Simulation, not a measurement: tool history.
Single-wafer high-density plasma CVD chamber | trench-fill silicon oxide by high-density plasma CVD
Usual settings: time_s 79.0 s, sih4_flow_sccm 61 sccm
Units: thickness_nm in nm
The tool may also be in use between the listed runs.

run	hour	time_s	sih4_flow_sccm	read-back reference wafer on the same gauge, thickness_nm	thickness_nm
1	0.0	72.4	61	579.446	480.528
2	16.3	72.4	61	579.448	481.974
3	26.0	86.9	57	579.414	542.244
4	43.3	86.9	57	579.618	540.345
5	55.4	86.9	57	579.813	542.465
6	66.8	79.0	61	579.854	527.828
7	72.9	79.0	61	579.896	524.918
8	83.7	75.5	61	579.835	502.495
9	90.8	75.5	61	580.238	502.968
10	102.1	79.0	61	580.105	525.619
11	116.2	79.0	58	580.201	499.862
12	130.2	88.4	55	579.912	531.791
13	139.8	79.0	61	580.355	527.030
14	155.9	72.5	61	580.202	482.715
15	169.3	79.0	54	580.348	466.475
16	187.3	79.0	61	580.349	526.368
17	197.0	71.5	73	580.594	569.736
18	206.3	73.8	69	580.334	557.535
# hour 215.1: gauge calibrated
# hour 223.7: silane flow controller replaced
19	224.2	74.4	53	575.293	427.822
20	230.9	79.0	53	575.564	453.922
21	238.6	66.3	58	575.704	416.865
22	252.9	69.3	61	576.396	458.614
23	266.9	79.0	65	576.675	558.074
24	278.7	79.0	61	577.056	522.800
25	325.8	79.0	61	578.267	526.050

Hidden state or all else? Some run-to-run changes of thickness_nm, split into what the settings, what came in and random variation would give without the hidden state, and what is left for the hidden state (with any gauge scatter that isn't in both results):
The hidden state here: delivered silane flow above the setpoint (%); gauge reads high (%).
Run 18 -> 19: time_s 73.8 -> 74.4, sih4_flow_sccm 69 -> 53, gauge calibrated, silane flow controller replaced. thickness_nm -129.713 nm: hidden state -5.093, all else -124.620.
Run 22 -> 23: time_s 69.3 -> 79.0, sih4_flow_sccm 61 -> 65. thickness_nm +99.460 nm: hidden state +0.683, all else +98.777.
Run 24 -> 25: no setting changed, nothing entered. thickness_nm +3.250 nm: hidden state +1.066, all else +2.184.
